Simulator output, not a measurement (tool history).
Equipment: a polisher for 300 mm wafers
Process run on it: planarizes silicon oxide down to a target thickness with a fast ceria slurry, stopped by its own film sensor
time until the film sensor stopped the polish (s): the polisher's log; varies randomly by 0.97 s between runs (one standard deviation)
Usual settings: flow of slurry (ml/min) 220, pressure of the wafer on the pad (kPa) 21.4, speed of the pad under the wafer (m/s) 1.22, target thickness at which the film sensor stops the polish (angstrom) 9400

run,day,flow of slurry (ml/min),pressure of the wafer on the pad (kPa),speed of the pad under the wafer (m/s),target thickness at which the film sensor stops the polish (angstrom),wafers since the last listed run,wafers polished on this pad,hours since the slurry nozzle was cleaned,hours since the head pressure was calibrated,"incoming thickness of the incoming film, nm",time until the film sensor stopped the polish (s)
1,0,255,21.4,1.48,9400,0,3958,558.6,558.1,2454.4,58.7
# day 1.742: head pressure recalibrated
2,2.175,255,21.4,1.48,9400,580,4539,610.8,10.4,2540.1,67.1
# day 2.508: slurry nozzle cleaned
# day 4.754: worn pad replaced by a new one
3,5.425,220,21.4,1.22,9400,843,185,70,88.4,2508.3,71.5
4,9.754,220,21.4,1.22,9400,1201,1386,173.9,192.3,2509.1,71.2
5,12.433,220,18.6,1.22,9400,743,2130,238.2,256.6,2479.7,81.4
6,16.375,220,18.6,1.22,9400,1093,3223,332.8,351.2,2504.1,82.9
# day 22.133: head pressure recalibrated
# day 23.838: worn pad replaced by a new one
# day 27.8: slurry nozzle cleaned
7,28.929,160,21.4,1.22,9400,3402,1400,27.1,163.1,2504.4,76.3
8,31.721,220,21.4,1.22,9400,774,2175,94.1,230.1,2499.1,70.6
9,36.096,220,21.4,1.22,9400,1213,3389,199.1,335.1,2518,72.9
10,39.471,220,21.4,1.22,9400,936,4325,280.1,416.1,2522.8,72.3
11,42.046,220,17.9,1.22,13460,714,5040,341.9,477.9,2503.4,60.6
12,43.579,220,17.9,1.22,13460,425,5465,378.7,514.7,2443.5,58.4
# day 44.05: worn pad replaced by a new one
13,46.825,220,19.3,1.22,9400,854,769,456.6,592.6,2482.6,70
# day 48.6: head pressure recalibrated
# day 56.388: slurry nozzle cleaned
14,56.667,220,19.3,1.22,9400,2696,3466,6.7,193.6,2541.1,84.5
15,59.858,220,21.4,1.22,9400,885,4351,83.3,270.2,2516,71.6
# day 63.817: worn pad replaced by a new one
16,67.154,190,25.5,0.82,9400,1978,926,258.4,445.3,2527.7,79.6
# day 69.621: head pressure recalibrated
17,79.208,260,25.5,1.22,6120,3321,4248,547.7,230.1,2491.1,71.4
18,82.192,220,21.4,1.22,9400,827,5076,619.3,301.7,2506.3,73.6
19,84.133,160,16.5,1.22,9400,538,5614,665.9,348.3,2476.8,98.8
# day 85.692: worn pad replaced by a new one
20,86.979,160,21.4,0.94,5160,743,357,734.2,416.6,2488.3,110.9
# day 87.117: slurry nozzle cleaned
21,88.5,260,25.5,1.22,6120,410,768,33.2,453.1,2456.9,65.8
22,91.942,220,28.3,0.86,9400,954,1723,115.8,535.7,2490,68.1
# day 92.917: head pressure recalibrated
23,95.525,220,21.4,1.22,9400,971,2694,201.8,62.6,2494.4,73.5
24,97.158,255,21.4,1.22,5410,453,3147,241,101.8,2496.3,91.4
25,99.262,290,21.4,1.22,9400,583,3731,291.5,152.3,2476.2,71.6
26,100.879,220,21.4,1.22,9400,448,4179,330.3,191.1,2531.5,75.8
27,104.504,270,21.4,1.22,5240,1005,5185,417.3,278.1,2528.3,93.1
28,108.142,175,21.4,1.56,9400,1009,6195,504.6,365.4,2473.5,59.4
# day 108.858: worn pad replaced by a new one
29,110.117,260,13.8,1.22,9400,501,349,552,412.8,2514.6,99.7

Here are 3 independent what-if runs from the current tool condition. What would each one return?
A,110.133,265,21.4,1.22,9400,4,353,552.4,413.2,2527.9,?
B,110.133,220,21.4,1.22,14550,4,353,552.4,413.2,2527.9,?
C,110.133,165,21.4,1.22,9400,4,353,552.4,413.2,2527.9,?

run,time until the film sensor stopped the polish (s)
A,65.6
B,45.3
C,70.2
What these runs would have given with no unlogged condition in the tool:
run,time until the film sensor stopped the polish (s)
A,67.7
B,46.8
C,72.4
